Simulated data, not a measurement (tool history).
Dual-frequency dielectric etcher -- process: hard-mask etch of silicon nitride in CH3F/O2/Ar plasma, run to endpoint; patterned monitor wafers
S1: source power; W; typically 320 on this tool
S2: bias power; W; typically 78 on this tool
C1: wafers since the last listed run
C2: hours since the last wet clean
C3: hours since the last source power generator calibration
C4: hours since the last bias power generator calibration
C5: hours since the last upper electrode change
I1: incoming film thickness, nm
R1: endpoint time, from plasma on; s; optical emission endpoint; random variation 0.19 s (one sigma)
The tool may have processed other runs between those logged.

run	hour	S1	S2	C1	C2	C3	C4	C5	I1	R1
1	0	320	90	0	236.7	4895.9	1949.4	2640.4	38.02	58.2
2	32.2	320	93	446	268.9	4928.1	1981.6	2672.6	37.76	57
3	101.7	320	93	964	338.4	4997.6	2051.1	2742.1	37.45	55.7
4	114.9	320	93	183	351.6	5010.8	2064.3	2755.3	37.42	55.6
# hour 152.8: upper electrode replaced
5	153.3	320	78	199	390	5049.2	2102.7	0.5	37.5	59.1
6	165.2	320	78	165	401.9	5061.1	2114.6	12.4	37.49	58.8
7	180.2	320	78	208	416.9	5076.1	2129.6	27.4	37.52	59
# hour 199.4: bias power generator calibrated
# hour 201.7: source power generator calibrated
# hour 215.5: wet clean of the chamber
8	216	350	91	217	0.5	14.3	16.6	63.2	37.46	55.8
9	226.3	400	63	142	10.8	24.6	26.9	73.5	37.76	58.4
10	243.8	300	66	242	28.3	42.1	44.4	91	37.55	67.3
11	262.2	320	78	255	46.7	60.5	62.8	109.4	37.27	61
12	286.3	380	78	334	70.8	84.6	86.9	133.5	37.46	55.4
13	315.5	300	66	405	100	113.8	116.1	162.7	37.58	67
14	330.1	260	91	202	114.6	128.4	130.7	177.3	37.76	67
15	361.2	320	72	431	145.7	159.5	161.8	208.4	37.58	62.3

Forecast each of these 4 alternatives for the next run:
A	361.6	320	78	5	146.1	159.9	162.2	208.8	37.57	?
B	361.6	390	96	5	146.1	159.9	162.2	208.8	37.57	?
C	361.6	250	98	5	146.1	159.9	162.2	208.8	37.57	?
D	361.6	390	68	5	146.1	159.9	162.2	208.8	37.57	?

run	R1
A	60.8
B	50.9
C	66.3
D	56.6
With no hidden state in the tool, these same runs would have given:
run	R1
A	61.8
B	51.7
C	67.3
D	57.5
